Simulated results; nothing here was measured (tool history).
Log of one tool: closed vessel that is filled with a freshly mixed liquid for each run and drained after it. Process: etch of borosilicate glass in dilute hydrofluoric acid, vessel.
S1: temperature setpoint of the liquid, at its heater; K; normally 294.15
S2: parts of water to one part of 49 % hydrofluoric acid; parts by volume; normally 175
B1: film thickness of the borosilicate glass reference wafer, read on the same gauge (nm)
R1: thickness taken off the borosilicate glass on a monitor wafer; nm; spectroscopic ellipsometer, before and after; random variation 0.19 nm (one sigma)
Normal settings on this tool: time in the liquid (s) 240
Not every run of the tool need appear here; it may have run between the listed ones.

{"run": 1, "hour": 0.0, "S1": 294.15, "S2": 175, "time in the liquid (s)": 315, "B1": 150.01, "R1": 34.28}
{"run": 2, "hour": 26.9, "S1": 294.15, "S2": 175, "time in the liquid (s)": 240, "B1": 150.05, "R1": 26.19}
{"run": 3, "hour": 54.7, "S1": 294.15, "S2": 175, "time in the liquid (s)": 240, "B1": 149.95, "R1": 26.13}
{"run": 4, "hour": 159.1, "S1": 294.15, "S2": 225, "time in the liquid (s)": 240, "B1": 149.97, "R1": 19.25}
{"run": 5, "hour": 202.4, "S1": 294.15, "S2": 225, "time in the liquid (s)": 240, "B1": 149.98, "R1": 19.42}
{"run": 6, "hour": 245.9, "S1": 296.15, "S2": 175, "time in the liquid (s)": 240, "B1": 150.02, "R1": 28.3}
{"run": 7, "hour": 286.7, "S1": 294.15, "S2": 175, "time in the liquid (s)": 240, "B1": 150.04, "R1": 26.28}
{"run": 8, "hour": 324.2, "S1": 294.15, "S2": 175, "time in the liquid (s)": 240, "B1": 149.97, "R1": 26.31}
{"run": 9, "hour": 356.8, "S1": 294.15, "S2": 175, "time in the liquid (s)": 240, "B1": 149.99, "R1": 26.15}
{"run": 10, "hour": 402.1, "S1": 294.15, "S2": 175, "time in the liquid (s)": 240, "B1": 150.01, "R1": 26.35}
{"run": 11, "hour": 428.9, "S1": 294.15, "S2": 175, "time in the liquid (s)": 240, "B1": 150.03, "R1": 26.73}
{"run": 12, "hour": 461.1, "S1": 297.15, "S2": 140, "time in the liquid (s)": 285, "B1": 149.98, "R1": 45.91}
{"run": 13, "hour": 530.3, "S1": 294.15, "S2": 265, "time in the liquid (s)": 240, "B1": 149.96, "R1": 15.9}
{"run": 14, "hour": 592.9, "S1": 297.65, "S2": 175, "time in the liquid (s)": 105, "B1": 149.99, "R1": 13.33}
{"hour": 622.7, "done": "gauge calibrated"}
{"run": 15, "hour": 655.0, "S1": 295.65, "S2": 175, "time in the liquid (s)": 145, "B1": 150.05, "R1": 17.33}
{"run": 16, "hour": 720.1, "S1": 294.15, "S2": 175, "time in the liquid (s)": 240, "B1": 150.01, "R1": 27.15}
{"run": 17, "hour": 846.8, "S1": 294.15, "S2": 90, "time in the liquid (s)": 240, "B1": 150, "R1": 58.42}
{"hour": 888.6, "done": "thermometer replaced"}
{"hour": 912.6, "done": "hydrofluoric acid flow meter replaced"}
{"run": 18, "hour": 914.3, "S1": 294.15, "S2": 175, "time in the liquid (s)": 240, "B1": 149.96, "R1": 24.76}
{"run": 19, "hour": 954.6, "S1": 292.15, "S2": 175, "time in the liquid (s)": 105, "B1": 149.98, "R1": 9.95}
{"run": 20, "hour": 998.0, "S1": 291.65, "S2": 175, "time in the liquid (s)": 315, "B1": 150.03, "R1": 29.57}
{"run": 21, "hour": 1036.0, "S1": 294.15, "S2": 175, "time in the liquid (s)": 240, "B1": 149.96, "R1": 24.82}
{"run": 22, "hour": 1106.8, "S1": 290.15, "S2": 150, "time in the liquid (s)": 195, "B1": 149.99, "R1": 20.28}
{"run": 23, "hour": 1160.7, "S1": 297.15, "S2": 140, "time in the liquid (s)": 285, "B1": 150.03, "R1": 43.19}

What if the next run were any one of these 3? Each begins from the tool's condition after run 23:
{"run": "A", "hour": 1161.4, "S1": 294.15, "S2": 175, "time in the liquid (s)": 240, "B1": "?", "R1": "?"}
{"run": "B", "hour": 1161.4, "S1": 298.65, "S2": 175, "time in the liquid (s)": 240, "B1": "?", "R1": "?"}
{"run": "C", "hour": 1161.4, "S1": 298.65, "S2": 175, "time in the liquid (s)": 160, "B1": "?", "R1": "?"}

run=A B1=150.05 R1=24.82
run=B B1=150.05 R1=29.41
run=C B1=150.05 R1=19.61
Take away the tool's hidden state, keep each run's random variation, and the runs would have read:
run=A R1=24.47
run=B R1=29.02
run=C R1=19.35
